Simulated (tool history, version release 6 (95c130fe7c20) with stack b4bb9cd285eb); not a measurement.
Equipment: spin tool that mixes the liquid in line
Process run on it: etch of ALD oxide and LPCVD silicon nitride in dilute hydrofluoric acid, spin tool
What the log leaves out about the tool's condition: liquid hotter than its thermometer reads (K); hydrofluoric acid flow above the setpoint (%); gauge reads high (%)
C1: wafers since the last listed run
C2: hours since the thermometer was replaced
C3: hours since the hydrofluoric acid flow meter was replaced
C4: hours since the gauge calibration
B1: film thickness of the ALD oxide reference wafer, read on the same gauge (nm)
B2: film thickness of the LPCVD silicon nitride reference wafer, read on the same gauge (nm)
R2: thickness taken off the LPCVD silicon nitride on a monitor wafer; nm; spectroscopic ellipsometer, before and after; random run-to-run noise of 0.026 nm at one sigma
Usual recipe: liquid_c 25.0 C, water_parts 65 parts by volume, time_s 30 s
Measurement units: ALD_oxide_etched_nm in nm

Run 1, hour 0.0: usual settings; C1 0; C2 160.8; C3 688.5; C4 2.1; B1 150.01; B2 150.006. Result: ALD_oxide_etched_nm 13.00 nm, R2 0.189 nm.
Run 2, hour 75.1: usual settings but liquid_c 27.5 C; C1 1161; C2 235.9; C3 763.6; C4 77.2; B1 150.01; B2 150.015. Result: ALD_oxide_etched_nm 14.52 nm, R2 0.274 nm.
Run 3, hour 176.9: usual settings but liquid_c 27.5 C; C1 1574; C2 337.7; C3 865.4; C4 179.0; B1 150.01; B2 149.984. Result: ALD_oxide_etched_nm 14.44 nm, R2 0.233 nm.
Run 4, hour 223.7: usual settings but liquid_c 20.0 C, water_parts 45 parts by volume; C1 723; C2 384.5; C3 912.2; C4 225.8; B1 150.01; B2 149.981. Result: ALD_oxide_etched_nm 16.05 nm, R2 0.248 nm.
Run 5, hour 293.1: usual settings but liquid_c 27.5 C, water_parts 55 parts by volume, time_s 15 s; C1 1073; C2 453.9; C3 981.6; C4 295.2; B1 149.98; B2 150.006. Result: ALD_oxide_etched_nm 8.87 nm, R2 0.122 nm.
Run 6, hour 393.4: usual settings; C1 1550; C2 554.2; C3 1081.9; C4 395.5; B1 149.97; B2 149.985. Result: ALD_oxide_etched_nm 13.46 nm, R2 0.264 nm.
At hour 496.5: hydrofluoric acid flow meter replaced.
Run 7, hour 498.0: usual settings; C1 1601; C2 658.8; C3 1.5; C4 500.1; B1 150.03; B2 150.001. Result: ALD_oxide_etched_nm 13.37 nm, R2 0.174 nm.
Run 8, hour 604.8: usual settings but liquid_c 21.5 C, time_s 40 s; C1 1651; C2 765.6; C3 108.3; C4 606.9; B1 149.98; B2 149.976. Result: ALD_oxide_etched_nm 15.54 nm, R2 0.316 nm.
Run 9, hour 653.2: usual settings but liquid_c 20.0 C; C1 748; C2 814.0; C3 156.7; C4 655.3; B1 150.02; B2 150.011. Result: ALD_oxide_etched_nm 11.05 nm, R2 0.182 nm.
Run 10, hour 759.6: usual settings but water_parts 45 parts by volume; C1 1645; C2 920.4; C3 263.1; C4 761.7; B1 149.99; B2 150.003. Result: ALD_oxide_etched_nm 20.11 nm, R2 0.368 nm.
Run 11, hour 852.4: usual settings; C1 1434; C2 1013.2; C3 355.9; C4 854.5; B1 150.00; B2 149.992. Result: ALD_oxide_etched_nm 13.80 nm, R2 0.263 nm.
Run 12, hour 894.1: usual settings but liquid_c 28.0 C, water_parts 80 parts by volume, time_s 20 s; C1 644; C2 1054.9; C3 397.6; C4 896.2; B1 149.99; B2 150.007. Result: ALD_oxide_etched_nm 8.21 nm, R2 0.123 nm.
Run 13, hour 986.5: usual settings; C1 1428; C2 1147.3; C3 490.0; C4 988.6; B1 149.98; B2 150.016. Result: ALD_oxide_etched_nm 13.52 nm, R2 0.263 nm.
Run 14, hour 1053.8: usual settings but liquid_c 22.5 C; C1 1040; C2 1214.6; C3 557.3; C4 1055.9; B1 150.02; B2 150.018. Result: ALD_oxide_etched_nm 12.53 nm, R2 0.187 nm.
Run 15, hour 1125.9: usual settings but liquid_c 26.5 C; C1 1114; C2 1286.7; C3 629.4; C4 1128.0; B1 150.02; B2 150.014. Result: ALD_oxide_etched_nm 14.65 nm, R2 0.350 nm.
Run 16, hour 1181.4: usual settings but liquid_c 20.0 C; C1 858; C2 1342.2; C3 684.9; C4 1183.5; B1 150.02; B2 149.970. Result: ALD_oxide_etched_nm 11.33 nm, R2 0.208 nm.
Run 17, hour 1284.6: usual settings but water_parts 80 parts by volume; C1 1595; C2 1445.4; C3 788.1; C4 1286.7; B1 149.99; B2 149.994. Result: ALD_oxide_etched_nm 11.03 nm, R2 0.177 nm.
Run 18, hour 1342.6: usual settings but time_s 35 s; C1 896; C2 1503.4; C3 846.1; C4 1344.7; B1 150.00; B2 150.019. Result: ALD_oxide_etched_nm 16.10 nm, R2 0.282 nm.
Run 19, hour 1413.6: usual settings but liquid_c 29.0 C, water_parts 40 parts by volume, time_s 45 s; C1 1097; C2 1574.4; C3 917.1; C4 1415.7; B1 150.02; B2 149.989. Result: ALD_oxide_etched_nm 41.17 nm, R2 0.803 nm.
Run 20, hour 1498.6: usual settings but liquid_c 27.0 C; C1 1314; C2 1659.4; C3 1002.1; C4 1500.7; B1 150.00; B2 150.011. Result: ALD_oxide_etched_nm 15.09 nm, R2 0.310 nm.
Run 21, hour 1576.2: usual settings; C1 1199; C2 1737.0; C3 1079.7; C4 1578.3; B1 150.02; B2 149.998. Result: ALD_oxide_etched_nm 14.10 nm, R2 0.287 nm.
At hour 1586.7: hydrofluoric acid flow meter replaced.
Run 22, hour 1655.6: usual settings but time_s 45 s; C1 1212; C2 1816.4; C3 68.9; C4 1657.7; B1 150.04; B2 150.011. Result: ALD_oxide_etched_nm 21.35 nm, R2 0.396 nm.
Run 23, hour 1720.1: usual settings; C1 997; C2 1880.9; C3 133.4; C4 1722.2; B1 150.00; B2 150.004. Result: ALD_oxide_etched_nm 13.92 nm, R2 0.247 nm.
Run 24, hour 1822.7: usual settings but time_s 15 s; C1 1586; C2 1983.5; C3 236.0; C4 1824.8; B1 149.99; B2 150.020. Result: ALD_oxide_etched_nm 7.04 nm, R2 0.102 nm.
Run 25, hour 1885.5: usual settings but liquid_c 29.0 C; C1 971; C2 2046.3; C3 298.8; C4 1887.6; B1 149.99; B2 149.986. Result: ALD_oxide_etched_nm 16.39 nm, R2 0.324 nm.
At hour 1960.8: thermometer replaced.
Run 26, hour 1978.1: usual settings but liquid_c 23.0 C, water_parts 50 parts by volume, time_s 40 s; C1 1416; C2 17.3; C3 391.4; C4 1980.2; B1 150.01; B2 149.975. Result: ALD_oxide_etched_nm 21.57 nm, R2 0.365 nm.

Below are 4 alternative next runs, each starting from the tool's condition after run 26. Predict each:
Run A, hour 1978.5: usual settings but liquid_c 23.5 C; C1 6; C2 17.7; C3 391.8; C4 1980.6; B1 ?; B2 ?. Result: ALD_oxide_etched_nm ?, R2 ?.
Run B, hour 1978.5: usual settings but liquid_c 21.0 C, water_parts 45 parts by volume, time_s 45 s; C1 6; C2 17.7; C3 391.8; C4 1980.6; B1 ?; B2 ?. Result: ALD_oxide_etched_nm ?, R2 ?.
Run C, hour 1978.5: usual settings but liquid_c 22.0 C, time_s 40 s; C1 6; C2 17.7; C3 391.8; C4 1980.6; B1 ?; B2 ?. Result: ALD_oxide_etched_nm ?, R2 ?.
Run D, hour 1978.5: usual settings but liquid_c 29.0 C, water_parts 35 parts by volume, time_s 15 s; C1 6; C2 17.7; C3 391.8; C4 1980.6; B1 ?; B2 ?. Result: ALD_oxide_etched_nm ?, R2 ?.

run      B1       B2  ALD_oxide_etched_nm     R2
  A  149.96  149.989                12.26  0.202
  B  149.96  149.989                24.57  0.366
  C  149.96  149.989                15.38  0.243
  D  149.96  149.989                14.83  0.267
What these runs would have given with no unlogged condition in the tool:
run  ALD_oxide_etched_nm     R2
  A                12.18  0.199
  B                24.39  0.361
  C                15.27  0.240
  D                14.73  0.264
